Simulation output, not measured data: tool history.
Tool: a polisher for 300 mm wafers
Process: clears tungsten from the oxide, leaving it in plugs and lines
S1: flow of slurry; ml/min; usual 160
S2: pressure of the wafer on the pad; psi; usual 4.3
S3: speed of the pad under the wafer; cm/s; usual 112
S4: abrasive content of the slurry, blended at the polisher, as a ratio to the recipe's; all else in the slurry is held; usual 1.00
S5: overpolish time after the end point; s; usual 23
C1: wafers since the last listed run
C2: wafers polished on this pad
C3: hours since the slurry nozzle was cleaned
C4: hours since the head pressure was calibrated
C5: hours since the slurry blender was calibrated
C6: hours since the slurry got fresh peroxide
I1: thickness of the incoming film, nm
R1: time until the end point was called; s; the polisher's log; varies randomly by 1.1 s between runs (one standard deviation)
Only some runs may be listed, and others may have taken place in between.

| run | day | S1 | S2 | S3 | S4 | S5 | C1 | C2 | C3 | C4 | C5 | C6 | I1 | R1 |
|---|---|---|---|---|---|---|---|---|---|---|---|---|---|---|
| 1 | 0.000 | 160 | 5.0 | 112 | 1.00 | 23 | 0 | 2699 | 375.3 | 686.2 | 465.6 | 607.1 | 378.9 | 62.4 |
| 2 | 3.346 | 160 | 4.3 | 112 | 1.00 | 15 | 905 | 3604 | 455.6 | 766.5 | 545.9 | 687.4 | 376.6 | 72.1 |
|  | 3.542 | slurry tank refilled with fresh slurry and peroxide |
| 3 | 6.904 | 160 | 4.3 | 112 | 1.00 | 15 | 951 | 4556 | 541.0 | 851.9 | 631.3 | 80.7 | 379.4 | 75.6 |
| 4 | 10.138 | 180 | 5.4 | 78 | 1.00 | 23 | 874 | 5431 | 618.6 | 929.5 | 708.9 | 158.3 | 383.9 | 85.5 |
|  | 12.633 | slurry blender recalibrated |
| 5 | 13.671 | 160 | 3.1 | 148 | 1.00 | 23 | 933 | 6364 | 703.4 | 1014.3 | 24.9 | 243.1 | 380.8 | 77.2 |
|  | 14.225 | slurry nozzle cleaned |
| 6 | 15.571 | 160 | 3.6 | 94 | 0.70 | 23 | 502 | 6867 | 32.3 | 1059.9 | 70.5 | 288.7 | 377.9 | 111.4 |
|  | 18.146 | worn pad replaced by a new one |
| 7 | 18.271 | 120 | 4.9 | 128 | 1.00 | 23 | 685 | 33 | 97.1 | 1124.7 | 135.3 | 353.5 | 385.2 | 55.8 |
| 8 | 21.025 | 125 | 4.3 | 112 | 1.00 | 23 | 745 | 778 | 163.2 | 1190.8 | 201.4 | 419.6 | 376.9 | 71.9 |
| 9 | 24.342 | 160 | 3.6 | 112 | 1.25 | 23 | 897 | 1676 | 242.8 | 1270.4 | 281.0 | 499.2 | 383.1 | 80.2 |
|  | 26.088 | head pressure recalibrated |
| 10 | 26.179 | 175 | 4.3 | 112 | 1.15 | 17 | 474 | 2150 | 286.9 | 2.2 | 325.1 | 543.3 | 380.7 | 68.5 |
| 11 | 28.221 | 160 | 4.3 | 112 | 1.00 | 23 | 552 | 2703 | 335.9 | 51.2 | 374.1 | 592.3 | 383.2 | 72.5 |
| 12 | 30.950 | 160 | 4.3 | 126 | 1.00 | 9 | 738 | 3441 | 401.4 | 116.7 | 439.6 | 657.8 | 377.0 | 63.6 |
|  | 33.046 | slurry tank refilled with fresh slurry and peroxide |
| 13 | 34.317 | 160 | 4.3 | 112 | 1.00 | 23 | 899 | 4341 | 482.2 | 197.5 | 520.4 | 30.5 | 383.6 | 74.0 |
| 14 | 37.250 | 160 | 4.3 | 126 | 1.00 | 9 | 793 | 5134 | 552.6 | 267.9 | 590.8 | 100.9 | 380.6 | 63.9 |
| 15 | 40.229 | 110 | 3.4 | 112 | 0.80 | 29 | 806 | 5941 | 624.1 | 339.4 | 662.3 | 172.4 | 376.4 | 99.5 |
|  | 40.767 | slurry blender recalibrated |
| 16 | 42.996 | 130 | 3.5 | 112 | 0.85 | 33 | 726 | 6667 | 690.5 | 405.8 | 53.5 | 238.8 | 380.9 | 95.8 |
|  | 43.204 | slurry nozzle cleaned |
|  | 46.288 | worn pad replaced by a new one |
| 17 | 46.329 | 180 | 4.3 | 112 | 1.00 | 23 | 845 | 10 | 75.0 | 485.8 | 133.5 | 318.8 | 381.2 | 69.4 |
| 18 | 49.529 | 120 | 4.3 | 88 | 1.00 | 29 | 865 | 876 | 151.8 | 562.6 | 210.3 | 395.6 | 384.8 | 96.5 |
| 19 | 52.662 | 160 | 4.3 | 112 | 1.00 | 13 | 847 | 1724 | 227.0 | 637.8 | 285.5 | 470.8 | 378.6 | 72.1 |
| 20 | 54.217 | 160 | 4.3 | 112 | 1.00 | 23 | 420 | 2145 | 264.3 | 675.1 | 322.8 | 508.1 | 371.8 | 71.2 |
| 21 | 56.000 | 140 | 4.3 | 112 | 1.00 | 23 | 482 | 2627 | 307.1 | 717.9 | 365.6 | 550.9 | 386.9 | 76.8 |
| 22 | 57.746 | 160 | 4.3 | 112 | 1.15 | 23 | 472 | 3100 | 349.0 | 759.8 | 407.5 | 592.8 | 380.5 | 70.2 |
| 23 | 60.750 | 160 | 4.3 | 112 | 1.00 | 23 | 812 | 3912 | 421.1 | 831.9 | 479.6 | 664.9 | 375.9 | 73.0 |
| 24 | 64.004 | 160 | 4.3 | 112 | 1.00 | 23 | 880 | 4793 | 499.2 | 910.0 | 557.7 | 743.0 | 380.7 | 74.6 |
|  | 65.462 | slurry tank refilled with fresh slurry and peroxide |
| 25 | 66.292 | 180 | 5.2 | 112 | 1.00 | 28 | 607 | 5401 | 554.1 | 964.9 | 612.6 | 19.9 | 379.3 | 61.6 |
| 26 | 67.892 | 160 | 4.3 | 112 | 1.00 | 23 | 432 | 5834 | 592.5 | 1003.3 | 651.0 | 58.3 | 385.7 | 74.3 |
| 27 | 70.992 | 160 | 3.0 | 112 | 1.00 | 23 | 838 | 6672 | 666.9 | 1077.7 | 725.4 | 132.7 | 385.7 | 110.0 |

Forecast each of these 3 alternatives for the next run:
| A | 71.008 | 160 | 4.3 | 112 | 1.00 | 23 | 4 | 6677 | 667.3 | 1078.1 | 725.8 | 133.1 | 382.2 | ? |
| B | 71.008 | 160 | 4.3 | 142 | 0.70 | 23 | 4 | 6677 | 667.3 | 1078.1 | 725.8 | 133.1 | 382.2 | ? |
| C | 71.008 | 200 | 4.3 | 112 | 1.10 | 23 | 4 | 6677 | 667.3 | 1078.1 | 725.8 | 133.1 | 382.2 | ? |

| run | R1 |
|---|---|
| A | 76.7 |
| B | 66.4 |
| C | 72.7 |
With no hidden state in the tool, these same runs would have given:
| run | R1 |
|---|---|
| A | 72.3 |
| B | 62.6 |
| C | 69.0 |

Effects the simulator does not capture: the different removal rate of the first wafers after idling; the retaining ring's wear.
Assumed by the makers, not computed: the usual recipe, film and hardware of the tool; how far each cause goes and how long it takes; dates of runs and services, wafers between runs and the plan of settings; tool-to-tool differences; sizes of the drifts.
